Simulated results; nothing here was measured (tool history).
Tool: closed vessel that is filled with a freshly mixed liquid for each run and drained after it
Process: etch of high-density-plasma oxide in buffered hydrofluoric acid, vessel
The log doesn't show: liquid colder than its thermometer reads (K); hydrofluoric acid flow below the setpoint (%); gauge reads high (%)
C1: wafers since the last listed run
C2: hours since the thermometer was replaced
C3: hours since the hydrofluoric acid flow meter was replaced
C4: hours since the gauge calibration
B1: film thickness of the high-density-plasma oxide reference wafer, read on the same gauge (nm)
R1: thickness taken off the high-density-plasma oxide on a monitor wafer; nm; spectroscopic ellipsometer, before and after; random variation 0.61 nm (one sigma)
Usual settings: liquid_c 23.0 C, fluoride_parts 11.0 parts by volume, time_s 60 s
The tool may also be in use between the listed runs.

{"run": 1, "hour": 0.0, "liquid_c": 23.0, "fluoride_parts": 14.5, "time_s": 60, "C1": 0, "C2": 1168.8, "C3": 1013.3, "C4": 14.9, "B1": 50.01, "R1": 63.76}
{"run": 2, "hour": 9.4, "liquid_c": 23.0, "fluoride_parts": 14.5, "time_s": 60, "C1": 609, "C2": 1178.2, "C3": 1022.7, "C4": 24.3, "B1": 50.0, "R1": 62.9}
{"run": 3, "hour": 18.2, "liquid_c": 23.0, "fluoride_parts": 14.5, "time_s": 60, "C1": 570, "C2": 1187.0, "C3": 1031.5, "C4": 33.1, "B1": 49.97, "R1": 62.95}
{"run": 4, "hour": 27.5, "liquid_c": 23.0, "fluoride_parts": 11.0, "time_s": 60, "C1": 603, "C2": 1196.3, "C3": 1040.8, "C4": 42.4, "B1": 50.01, "R1": 82.27}
{"run": 5, "hour": 38.3, "liquid_c": 23.0, "fluoride_parts": 11.0, "time_s": 60, "C1": 700, "C2": 1207.1, "C3": 1051.6, "C4": 53.2, "B1": 50.06, "R1": 82.22}
{"run": 6, "hour": 56.0, "liquid_c": 23.0, "fluoride_parts": 11.0, "time_s": 60, "C1": 1147, "C2": 1224.8, "C3": 1069.3, "C4": 70.9, "B1": 49.99, "R1": 81.96}
{"run": 7, "hour": 64.1, "liquid_c": 23.0, "fluoride_parts": 11.0, "time_s": 60, "C1": 525, "C2": 1232.9, "C3": 1077.4, "C4": 79.0, "B1": 49.96, "R1": 81.81}
{"run": 8, "hour": 77.1, "liquid_c": 21.0, "fluoride_parts": 11.0, "time_s": 60, "C1": 842, "C2": 1245.9, "C3": 1090.4, "C4": 92.0, "B1": 50.01, "R1": 73.71}
{"run": 9, "hour": 85.2, "liquid_c": 21.0, "fluoride_parts": 11.0, "time_s": 60, "C1": 525, "C2": 1254.0, "C3": 1098.5, "C4": 100.1, "B1": 50.03, "R1": 73.94}
{"run": 10, "hour": 99.9, "liquid_c": 21.0, "fluoride_parts": 11.0, "time_s": 60, "C1": 953, "C2": 1268.7, "C3": 1113.2, "C4": 114.8, "B1": 49.97, "R1": 73.75}
{"run": 11, "hour": 109.8, "liquid_c": 23.0, "fluoride_parts": 11.0, "time_s": 60, "C1": 641, "C2": 1278.6, "C3": 1123.1, "C4": 124.7, "B1": 50.0, "R1": 82.97}
{"run": 12, "hour": 118.2, "liquid_c": 23.0, "fluoride_parts": 11.0, "time_s": 60, "C1": 544, "C2": 1287.0, "C3": 1131.5, "C4": 133.1, "B1": 50.0, "R1": 81.82}
{"run": 13, "hour": 131.2, "liquid_c": 23.0, "fluoride_parts": 11.0, "time_s": 60, "C1": 842, "C2": 1300.0, "C3": 1144.5, "C4": 146.1, "B1": 50.04, "R1": 82.44}
{"run": 14, "hour": 141.5, "liquid_c": 20.5, "fluoride_parts": 11.0, "time_s": 85, "C1": 667, "C2": 1310.3, "C3": 1154.8, "C4": 156.4, "B1": 50.01, "R1": 102.9}
{"run": 15, "hour": 152.2, "liquid_c": 20.5, "fluoride_parts": 8.5, "time_s": 70, "C1": 693, "C2": 1321.0, "C3": 1165.5, "C4": 167.1, "B1": 50.02, "R1": 104.0}
{"run": 16, "hour": 167.0, "liquid_c": 27.5, "fluoride_parts": 15.5, "time_s": 80, "C1": 959, "C2": 1335.8, "C3": 1180.3, "C4": 181.9, "B1": 49.97, "R1": 100.19}
{"run": 17, "hour": 184.0, "liquid_c": 26.5, "fluoride_parts": 12.5, "time_s": 80, "C1": 1102, "C2": 1352.8, "C3": 1197.3, "C4": 198.9, "B1": 49.96, "R1": 118.42}
{"run": 18, "hour": 200.9, "liquid_c": 26.0, "fluoride_parts": 11.0, "time_s": 60, "C1": 1095, "C2": 1369.7, "C3": 1214.2, "C4": 215.8, "B1": 49.97, "R1": 97.43}
{"hour": 204.2, "done": "hydrofluoric acid flow meter replaced"}
{"hour": 245.4, "done": "gauge calibrated"}
{"hour": 247.4, "done": "thermometer replaced"}
{"run": 19, "hour": 249.6, "liquid_c": 26.0, "fluoride_parts": 13.0, "time_s": 90, "C1": 3028, "C2": 2.2, "C3": 45.4, "C4": 4.2, "B1": 49.99, "R1": 124.2}
{"run": 20, "hour": 265.9, "liquid_c": 18.0, "fluoride_parts": 8.5, "time_s": 75, "C1": 1056, "C2": 18.5, "C3": 61.7, "C4": 20.5, "B1": 50.03, "R1": 96.07}
{"run": 21, "hour": 281.1, "liquid_c": 23.0, "fluoride_parts": 11.0, "time_s": 60, "C1": 985, "C2": 33.7, "C3": 76.9, "C4": 35.7, "B1": 49.98, "R1": 83.53}
{"run": 22, "hour": 292.1, "liquid_c": 23.0, "fluoride_parts": 11.0, "time_s": 95, "C1": 713, "C2": 44.7, "C3": 87.9, "C4": 46.7, "B1": 49.98, "R1": 129.97}
{"run": 23, "hour": 328.3, "liquid_c": 23.0, "fluoride_parts": 11.0, "time_s": 75, "C1": 2347, "C2": 80.9, "C3": 124.1, "C4": 82.9, "B1": 50.02, "R1": 102.97}
{"run": 24, "hour": 335.0, "liquid_c": 23.0, "fluoride_parts": 11.0, "time_s": 60, "C1": 434, "C2": 87.6, "C3": 130.8, "C4": 89.6, "B1": 50.04, "R1": 82.15}
{"run": 25, "hour": 342.0, "liquid_c": 23.0, "fluoride_parts": 11.0, "time_s": 60, "C1": 453, "C2": 94.6, "C3": 137.8, "C4": 96.6, "B1": 49.99, "R1": 82.26}
{"run": 26, "hour": 351.7, "liquid_c": 26.5, "fluoride_parts": 15.0, "time_s": 30, "C1": 628, "C2": 104.3, "C3": 147.5, "C4": 106.3, "B1": 50.02, "R1": 36.81}
{"run": 27, "hour": 362.4, "liquid_c": 23.0, "fluoride_parts": 11.0, "time_s": 60, "C1": 693, "C2": 115.0, "C3": 158.2, "C4": 117.0, "B1": 50.01, "R1": 82.55}

Forecast each of these 5 alternatives for the next run:
{"run": "A", "hour": 363.1, "liquid_c": 23.0, "fluoride_parts": 11.0, "time_s": 60, "C1": 45, "C2": 115.7, "C3": 158.9, "C4": 117.7, "B1": "?", "R1": "?"}
{"run": "B", "hour": 363.1, "liquid_c": 23.0, "fluoride_parts": 11.0, "time_s": 85, "C1": 45, "C2": 115.7, "C3": 158.9, "C4": 117.7, "B1": "?", "R1": "?"}
{"run": "C", "hour": 363.1, "liquid_c": 23.0, "fluoride_parts": 8.5, "time_s": 60, "C1": 45, "C2": 115.7, "C3": 158.9, "C4": 117.7, "B1": "?", "R1": "?"}
{"run": "D", "hour": 363.1, "liquid_c": 23.0, "fluoride_parts": 8.0, "time_s": 85, "C1": 45, "C2": 115.7, "C3": 158.9, "C4": 117.7, "B1": "?", "R1": "?"}
{"run": "E", "hour": 363.1, "liquid_c": 23.0, "fluoride_parts": 7.5, "time_s": 40, "C1": 45, "C2": 115.7, "C3": 158.9, "C4": 117.7, "B1": "?", "R1": "?"}

run=A B1=49.98 R1=82.90
run=B B1=49.98 R1=117.44
run=C B1=49.98 R1=103.42
run=D B1=49.98 R1=156.46
run=E B1=49.98 R1=78.95
Without the tool's hidden state the same runs would have given:
run=A R1=82.90
run=B R1=117.44
run=C R1=103.42
run=D R1=156.46
run=E R1=78.95

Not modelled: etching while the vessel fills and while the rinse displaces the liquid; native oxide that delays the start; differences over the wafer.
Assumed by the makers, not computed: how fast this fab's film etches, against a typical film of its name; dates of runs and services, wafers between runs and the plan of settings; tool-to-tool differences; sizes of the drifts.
